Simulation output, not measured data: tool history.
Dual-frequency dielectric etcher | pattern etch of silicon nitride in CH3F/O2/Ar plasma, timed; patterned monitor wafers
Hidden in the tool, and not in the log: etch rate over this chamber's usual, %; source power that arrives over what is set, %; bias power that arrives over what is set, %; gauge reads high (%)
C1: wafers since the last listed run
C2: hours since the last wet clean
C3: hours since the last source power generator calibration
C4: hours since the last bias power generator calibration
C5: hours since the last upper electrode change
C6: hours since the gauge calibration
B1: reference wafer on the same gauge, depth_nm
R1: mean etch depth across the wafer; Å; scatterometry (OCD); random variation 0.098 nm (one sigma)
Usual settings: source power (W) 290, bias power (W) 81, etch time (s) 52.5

run 1 hour=0 | source_power_(W)=290 bias_power_(W)=81 etch_time_(s)=60.5 | C1=0 C2=34.9 C3=722.6 C4=1858.1 C5=5185 C6=1307.3 | B1=39.61 | R1=377.4
-- hour=24.7 gauge calibrated
run 2 hour=48 | source_power_(W)=290 bias_power_(W)=81 etch_time_(s)=52.5 | C1=774 C2=82.9 C3=770.6 C4=1906.1 C5=5233 C6=23.3 | B1=39.58 | R1=328.2
-- hour=116.2 bias power generator calibrated
run 3 hour=116.5 | source_power_(W)=290 bias_power_(W)=81 etch_time_(s)=52.5 | C1=1040 C2=151.4 C3=839.1 C4=0.3 C5=5301.5 C6=91.8 | B1=39.59 | R1=327.2
run 4 hour=173.6 | source_power_(W)=290 bias_power_(W)=81 etch_time_(s)=52.5 | C1=921 C2=208.5 C3=896.2 C4=57.4 C5=5358.6 C6=148.9 | B1=39.6 | R1=326.4
run 5 hour=205.9 | source_power_(W)=290 bias_power_(W)=81 etch_time_(s)=52.5 | C1=521 C2=240.8 C3=928.5 C4=89.7 C5=5390.9 C6=181.2 | B1=39.6 | R1=326
run 6 hour=260.1 | source_power_(W)=290 bias_power_(W)=81 etch_time_(s)=52.5 | C1=874 C2=295 C3=982.7 C4=143.9 C5=5445.1 C6=235.4 | B1=39.61 | R1=326.6
run 7 hour=329.3 | source_power_(W)=290 bias_power_(W)=81 etch_time_(s)=52.5 | C1=1116 C2=364.2 C3=1051.9 C4=213.1 C5=5514.3 C6=304.6 | B1=39.6 | R1=325.8
run 8 hour=458 | source_power_(W)=290 bias_power_(W)=81 etch_time_(s)=52.5 | C1=2076 C2=492.9 C3=1180.6 C4=341.8 C5=5643 C6=433.3 | B1=39.59 | R1=326.2
-- hour=518.2 wet clean of the chamber
run 9 hour=528.2 | source_power_(W)=290 bias_power_(W)=81 etch_time_(s)=52.5 | C1=745 C2=10 C3=1250.8 C4=412 C5=5713.2 C6=503.5 | B1=39.59 | R1=325.4
run 10 hour=583.8 | source_power_(W)=230 bias_power_(W)=68 etch_time_(s)=45.5 | C1=897 C2=65.6 C3=1306.4 C4=467.6 C5=5768.8 C6=559.1 | B1=39.59 | R1=225
run 11 hour=642.6 | source_power_(W)=290 bias_power_(W)=68 etch_time_(s)=52.5 | C1=948 C2=124.4 C3=1365.2 C4=526.4 C5=5827.6 C6=617.9 | B1=39.6 | R1=293.7
run 12 hour=686.2 | source_power_(W)=260 bias_power_(W)=93 etch_time_(s)=52.5 | C1=703 C2=168 C3=1408.8 C4=570 C5=5871.2 C6=661.5 | B1=39.6 | R1=331.6
run 13 hour=753.2 | source_power_(W)=270 bias_power_(W)=98 etch_time_(s)=43.5 | C1=1081 C2=235 C3=1475.8 C4=637 C5=5938.2 C6=728.5 | B1=39.6 | R1=287.3
run 14 hour=796.2 | source_power_(W)=250 bias_power_(W)=81 etch_time_(s)=37.5 | C1=693 C2=278 C3=1518.8 C4=680 C5=5981.2 C6=771.5 | B1=39.63 | R1=214.3
-- hour=838.8 upper electrode replaced
run 15 hour=845.8 | source_power_(W)=290 bias_power_(W)=81 etch_time_(s)=52.5 | C1=413 C2=327.6 C3=1568.4 C4=729.6 C5=7 C6=821.1 | B1=39.63 | R1=326.8
run 16 hour=1018.8 | source_power_(W)=240 bias_power_(W)=63 etch_time_(s)=38 | C1=2791 C2=500.6 C3=1741.4 C4=902.6 C5=180 C6=994.1 | B1=39.61 | R1=184.5
-- hour=1073.7 source power generator calibrated
-- hour=1086.3 wet clean of the chamber
run 17 hour=1086.8 | source_power_(W)=230 bias_power_(W)=91 etch_time_(s)=38.5 | C1=830 C2=0.5 C3=13.1 C4=970.6 C5=248 C6=1062.1 | B1=39.62 | R1=230.2
-- hour=1114.2 gauge calibrated
run 18 hour=1120.8 | source_power_(W)=240 bias_power_(W)=92 etch_time_(s)=65.5 | C1=548 C2=34.5 C3=47.1 C4=1004.6 C5=282 C6=6.6 | B1=39.61 | R1=404.1

The next listed run, before its measurement:
run 19 hour=1184.2 | source_power_(W)=220 bias_power_(W)=71 etch_time_(s)=40 | C1=1023 C2=97.9 C3=110.5 C4=1068 C5=345.4 C6=70 | B1=? | R1=?

B1: 39.6
R1: 202.9 Å
Without the tool's hidden state the same run would have given R1 203.7 Å.
